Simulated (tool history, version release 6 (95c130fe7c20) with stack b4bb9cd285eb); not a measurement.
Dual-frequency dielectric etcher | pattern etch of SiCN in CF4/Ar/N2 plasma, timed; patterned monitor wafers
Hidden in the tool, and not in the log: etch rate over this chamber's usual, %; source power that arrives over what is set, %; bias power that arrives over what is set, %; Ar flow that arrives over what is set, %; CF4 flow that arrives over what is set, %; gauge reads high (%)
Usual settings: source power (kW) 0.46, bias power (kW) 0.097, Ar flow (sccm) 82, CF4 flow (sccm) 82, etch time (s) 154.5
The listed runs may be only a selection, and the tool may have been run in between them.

run,hour,source power (kW),bias power (kW),Ar flow (sccm),CF4 flow (sccm),etch time (s),wafers since the last listed run,hours since the last wet clean,hours since the last source power generator calibration,hours since the last bias power generator calibration,hours since the last Ar flow controller change,hours since the last CF4 flow controller change,hours since the last upper electrode change,hours since the gauge calibration,"read-back reference wafer on the same gauge, depth_nm",mean etch depth across the wafer (angstrom)
1,0,0.46,0.097,82,82,154.5,0,149.5,3689.1,107.6,267.5,4376,220.1,241.7,139.3,1599
2,29.5,0.46,0.097,82,82,154.5,194,179,3718.6,137.1,297,4405.5,249.6,271.2,139,1608
3,56.3,0.46,0.097,82,75,154.5,176,205.8,3745.4,163.9,323.8,4432.3,276.4,298,139.3,1579
4,89,0.36,0.116,82,74,169,215,238.5,3778.1,196.6,356.5,4465,309.1,330.7,138.9,1572
5,116.2,0.46,0.097,82,82,154.5,179,265.7,3805.3,223.8,383.7,4492.2,336.3,357.9,139,1588
6,144.9,0.46,0.097,102,82,185.5,189,294.4,3834,252.5,412.4,4520.9,365,386.6,139,1835
# hour 157.7: CF4 flow controller replaced
7,180.4,0.46,0.097,97,96,154.5,194,329.9,3869.5,288,447.9,22.7,400.5,422.1,138.8,1596
# hour 188.5: source power generator calibrated
8,200.4,0.46,0.097,82,82,154.5,105,349.9,11.9,308,467.9,42.7,420.5,442.1,138.9,1579
9,219.1,0.46,0.097,82,82,172.5,123,368.6,30.6,326.7,486.6,61.4,439.2,460.8,138.8,1758
10,235.2,0.36,0.097,95,82,154.5,106,384.7,46.7,342.8,502.7,77.5,455.3,476.9,139.1,1298
11,267.4,0.46,0.097,75,82,154.5,212,416.9,78.9,375,534.9,109.7,487.5,509.1,139.3,1592
12,296,0.46,0.097,82,82,141,188,445.5,107.5,403.6,563.5,138.3,516.1,537.7,138.6,1424
13,328.1,0.46,0.097,82,82,173.5,211,477.6,139.6,435.7,595.6,170.4,548.2,569.8,139.2,1757
# hour 334.7: gauge calibrated
14,352.6,0.46,0.097,82,82,154.5,161,502.1,164.1,460.2,620.1,194.9,572.7,17.9,138.8,1562
15,373.1,0.46,0.097,82,82,127,135,522.6,184.6,480.7,640.6,215.4,593.2,38.4,139.1,1271
16,396.5,0.46,0.115,99,64,154.5,154,546,208,504.1,664,238.8,616.6,61.8,139.1,1559

Expected results for the next run?
17,421.2,0.56,0.097,66,68,137.5,163,570.7,232.7,528.8,688.7,263.5,641.3,86.5,?,?

read-back reference wafer on the same gauge, depth_nm: 139.1
mean etch depth across the wafer (angstrom): 1571
The same run, on a tool lacking any hidden state, would have yielded mean etch depth across the wafer (angstrom) 1654.
